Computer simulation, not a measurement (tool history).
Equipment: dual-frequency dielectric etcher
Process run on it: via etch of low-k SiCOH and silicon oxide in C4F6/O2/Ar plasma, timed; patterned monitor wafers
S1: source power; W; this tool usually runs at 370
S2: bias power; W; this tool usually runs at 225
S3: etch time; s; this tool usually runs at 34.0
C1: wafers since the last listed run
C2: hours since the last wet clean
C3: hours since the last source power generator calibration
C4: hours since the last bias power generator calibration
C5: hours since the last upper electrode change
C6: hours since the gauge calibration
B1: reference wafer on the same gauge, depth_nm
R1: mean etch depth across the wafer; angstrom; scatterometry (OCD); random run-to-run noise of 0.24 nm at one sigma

run     day   S1   S2    S3   C1     C2      C3      C4      C5     C6    B1    R1
  1   0.000  370  225  30.0    0  177.0  3016.5  1142.4  2819.4  430.6  98.3   782
  2   0.725  370  225  30.0  184  194.4  3033.9  1159.8  2836.8  448.0  98.4   781
  3   1.917  370  225  34.0  303  223.0  3062.5  1188.4  2865.4  476.6  98.1   882
  4   3.104  370  256  34.0  302  251.5  3091.0  1216.9  2893.9  505.1  98.2   935
  5   4.012  370  256  34.0  231  273.3  3112.8  1238.7  2915.7  526.9  98.2   941
  6   4.979  370  225  39.5  246  296.5  3136.0  1261.9  2938.9  550.1  98.1  1027
  7   5.946  370  225  34.0  246  319.7  3159.2  1285.1  2962.1  573.3  98.2   892
      7.096  -- upper electrode replaced
  8   7.279  370  225  34.0   84  351.7  3191.2  1317.1     4.4  605.3  98.1   894
  9   8.362  370  225  34.0  275  377.7  3217.2  1343.1    30.4  631.3  98.2   896
     10.017  -- gauge calibrated
 10  10.775  370  225  34.0  614  435.6  3275.1  1401.0    88.3   18.2  98.2   898
 11  11.546  370  225  34.0  196  454.1  3293.6  1419.5   106.8   36.7  98.2   898
 12  12.054  370  225  34.0  129  466.3  3305.8  1431.7   119.0   48.9  98.3   894
     12.504  -- source power generator calibrated
     12.696  -- bias power generator calibrated
 13  13.254  370  200  40.0  220  495.1    18.0    13.4   147.8   77.7  98.2  1010
 14  14.392  370  225  34.0  289  522.4    45.3    40.7   175.1  105.0  98.3   903
     15.458  -- wet clean of the chamber
 15  15.479  370  240  40.0   22    0.5    71.4    66.8   201.2  131.1  98.2   999
 16  16.046  370  225  34.0  144   14.1    85.0    80.4   214.8  144.7  98.2   830
     18.400  -- wet clean of the chamber, repeated, since the last time left the tool worse
 17  18.421  320  241  31.0  350    0.5   142.0   137.4   271.8  201.7  98.2   768

Run 18 has not been measured yet. What should we expect?
 18  18.433  430  259  37.5   3  0.8  142.3  137.7  272.1  202.0   ?   ?

{"run 18": {"B1": 98.2, "R1": 1105}}
On a tool with no hidden condition, and with the same random variation, this run would have come out at R1 1103 angstrom.

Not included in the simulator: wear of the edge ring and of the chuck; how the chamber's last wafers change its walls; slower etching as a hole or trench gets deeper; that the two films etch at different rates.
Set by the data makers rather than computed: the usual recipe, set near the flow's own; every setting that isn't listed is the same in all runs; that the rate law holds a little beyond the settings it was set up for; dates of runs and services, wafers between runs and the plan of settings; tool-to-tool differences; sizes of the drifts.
